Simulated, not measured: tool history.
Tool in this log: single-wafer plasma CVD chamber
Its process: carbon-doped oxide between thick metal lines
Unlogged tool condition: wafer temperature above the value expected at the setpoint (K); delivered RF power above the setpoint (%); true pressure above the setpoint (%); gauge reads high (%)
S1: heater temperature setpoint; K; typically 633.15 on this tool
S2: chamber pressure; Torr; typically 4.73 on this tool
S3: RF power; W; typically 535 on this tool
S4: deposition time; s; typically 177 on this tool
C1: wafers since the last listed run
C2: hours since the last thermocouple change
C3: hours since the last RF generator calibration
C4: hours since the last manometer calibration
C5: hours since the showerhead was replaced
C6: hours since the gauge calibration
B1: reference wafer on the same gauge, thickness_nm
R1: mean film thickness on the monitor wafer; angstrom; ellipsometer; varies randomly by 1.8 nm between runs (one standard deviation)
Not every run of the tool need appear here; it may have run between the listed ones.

{"run": 1, "hour": 0.0, "S1": 633.15, "S2": 4.73, "S3": 535, "S4": 177, "C1": 0, "C2": 2383.8, "C3": 1027.6, "C4": 627.3, "C5": 6307.9, "C6": 653.5, "B1": 817.738, "R1": 8787}
{"run": 2, "hour": 28.7, "S1": 633.15, "S2": 4.73, "S3": 535, "S4": 177, "C1": 366, "C2": 2412.5, "C3": 1056.3, "C4": 656, "C5": 6336.6, "C6": 682.2, "B1": 818.845, "R1": 8779.3}
{"run": 3, "hour": 90.6, "S1": 633.15, "S2": 4.73, "S3": 535, "S4": 177, "C1": 790, "C2": 2474.4, "C3": 1118.2, "C4": 717.9, "C5": 6398.5, "C6": 744.1, "B1": 817.268, "R1": 8802.23}
{"run": 4, "hour": 234.8, "S1": 633.15, "S2": 4.73, "S3": 535, "S4": 177, "C1": 1842, "C2": 2618.6, "C3": 1262.4, "C4": 862.1, "C5": 6542.7, "C6": 888.3, "B1": 817.697, "R1": 8799.54}
{"run": 5, "hour": 274.3, "S1": 633.15, "S2": 4.73, "S3": 535, "S4": 177, "C1": 504, "C2": 2658.1, "C3": 1301.9, "C4": 901.6, "C5": 6582.2, "C6": 927.8, "B1": 817.282, "R1": 8821.06}
{"run": 6, "hour": 342.7, "S1": 633.15, "S2": 4.73, "S3": 535, "S4": 177, "C1": 873, "C2": 2726.5, "C3": 1370.3, "C4": 970, "C5": 6650.6, "C6": 996.2, "B1": 817.834, "R1": 8782.28}
{"run": 7, "hour": 392.3, "S1": 633.15, "S2": 4.73, "S3": 535, "S4": 177, "C1": 633, "C2": 2776.1, "C3": 1419.9, "C4": 1019.6, "C5": 6700.2, "C6": 1045.8, "B1": 817.926, "R1": 8796.72}
{"hour": 439.3, "done": "showerhead replaced"}
{"run": 8, "hour": 452.4, "S1": 633.15, "S2": 4.73, "S3": 535, "S4": 177, "C1": 665, "C2": 2836.2, "C3": 1480, "C4": 1079.7, "C5": 13.1, "C6": 1105.9, "B1": 817.891, "R1": 8763.33}
{"hour": 482.8, "done": "capacitance manometer re-zeroed and calibrated"}
{"run": 9, "hour": 524.3, "S1": 633.15, "S2": 4.73, "S3": 535, "S4": 177, "C1": 816, "C2": 2908.1, "C3": 1551.9, "C4": 41.5, "C5": 85, "C6": 1177.8, "B1": 817.699, "R1": 8688.98}
{"run": 10, "hour": 554.4, "S1": 633.15, "S2": 4.73, "S3": 535, "S4": 177, "C1": 384, "C2": 2938.2, "C3": 1582, "C4": 71.6, "C5": 115.1, "C6": 1207.9, "B1": 817.759, "R1": 8665.28}
{"run": 11, "hour": 595.8, "S1": 638.15, "S2": 4.73, "S3": 535, "S4": 150, "C1": 528, "C2": 2979.6, "C3": 1623.4, "C4": 113, "C5": 156.5, "C6": 1249.3, "B1": 818.073, "R1": 7284.76}
{"run": 12, "hour": 668.4, "S1": 638.15, "S2": 4.73, "S3": 535, "S4": 150, "C1": 927, "C2": 3052.2, "C3": 1696, "C4": 185.6, "C5": 229.1, "C6": 1321.9, "B1": 818.349, "R1": 7300.54}
{"run": 13, "hour": 692.9, "S1": 633.15, "S2": 4.73, "S3": 535, "S4": 177, "C1": 312, "C2": 3076.7, "C3": 1720.5, "C4": 210.1, "C5": 253.6, "C6": 1346.4, "B1": 817.59, "R1": 8680.29}
{"hour": 800.3, "done": "thermocouple changed; heater temperature recalibrated"}
{"hour": 859.7, "done": "RF generator calibrated"}
{"run": 14, "hour": 869.3, "S1": 633.15, "S2": 4.73, "S3": 535, "S4": 177, "C1": 2049, "C2": 69, "C3": 9.6, "C4": 386.5, "C5": 430, "C6": 1522.8, "B1": 818.329, "R1": 8829.96}
{"run": 15, "hour": 910.3, "S1": 639.15, "S2": 4.73, "S3": 595, "S4": 151, "C1": 523, "C2": 110, "C3": 50.6, "C4": 427.5, "C5": 471, "C6": 1563.8, "B1": 817.971, "R1": 8057.9}
{"hour": 917.7, "done": "gauge calibrated"}
{"run": 16, "hour": 976.0, "S1": 633.15, "S2": 4.73, "S3": 535, "S4": 177, "C1": 839, "C2": 175.7, "C3": 116.3, "C4": 493.2, "C5": 536.7, "C6": 58.3, "B1": 818.301, "R1": 8866.53}
{"run": 17, "hour": 1001.1, "S1": 633.15, "S2": 4.73, "S3": 535, "S4": 162, "C1": 320, "C2": 200.8, "C3": 141.4, "C4": 518.3, "C5": 561.8, "C6": 83.4, "B1": 817.959, "R1": 8094.98}
{"run": 18, "hour": 1025.4, "S1": 621.15, "S2": 5.09, "S3": 595, "S4": 189, "C1": 310, "C2": 225.1, "C3": 165.7, "C4": 542.6, "C5": 586.1, "C6": 107.7, "B1": 817.799, "R1": 10679.31}
{"run": 19, "hour": 1085.8, "S1": 624.15, "S2": 5.63, "S3": 440, "S4": 177, "C1": 771, "C2": 285.5, "C3": 226.1, "C4": 603, "C5": 646.5, "C6": 168.1, "B1": 818.078, "R1": 7883.13}
{"run": 20, "hour": 1111.6, "S1": 620.15, "S2": 4.3, "S3": 590, "S4": 177, "C1": 329, "C2": 311.3, "C3": 251.9, "C4": 628.8, "C5": 672.3, "C6": 193.9, "B1": 817.975, "R1": 9792.79}
{"run": 21, "hour": 1154.6, "S1": 619.15, "S2": 4.73, "S3": 535, "S4": 177, "C1": 549, "C2": 354.3, "C3": 294.9, "C4": 671.8, "C5": 715.3, "C6": 236.9, "B1": 817.87, "R1": 9207.42}
{"run": 22, "hour": 1198.7, "S1": 633.15, "S2": 5.03, "S3": 460, "S4": 202, "C1": 563, "C2": 398.4, "C3": 339, "C4": 715.9, "C5": 759.4, "C6": 281, "B1": 818.094, "R1": 9030.55}
{"run": 23, "hour": 1258.4, "S1": 633.15, "S2": 5.23, "S3": 535, "S4": 177, "C1": 762, "C2": 458.1, "C3": 398.7, "C4": 775.6, "C5": 819.1, "C6": 340.7, "B1": 817.577, "R1": 8974.93}
{"run": 24, "hour": 1283.6, "S1": 620.15, "S2": 4.3, "S3": 590, "S4": 177, "C1": 321, "C2": 483.3, "C3": 423.9, "C4": 800.8, "C5": 844.3, "C6": 365.9, "B1": 817.905, "R1": 9769.29}

How would selected steps in R1 from run to run divide? Give the signed amount a tool lacking its hidden state would still show from settings, what came in and random variation, and the signed amount left for the hidden state, including any gauge scatter that is not in both of the compared results.
Run 8 -> 9: capacitance manometer re-zeroed and calibrated. R1 -74.35 angstrom: hidden state -101.54, all else +27.19.
Run 13 -> 14: thermocouple changed; heater temperature recalibrated, RF generator calibrated. R1 +149.67 angstrom: hidden state +173.28, all else -23.61.
Run 17 -> 18: S1 633.15 -> 621.15, S2 4.73 -> 5.09, S3 535 -> 595, S4 162 -> 189. R1 +2584.33 angstrom: hidden state +8.89, all else +2575.44.
Run 18 -> 19: S1 621.15 -> 624.15, S2 5.09 -> 5.63, S3 595 -> 440, S4 189 -> 177. R1 -2796.18 angstrom: hidden state -10.67, all else -2785.51.
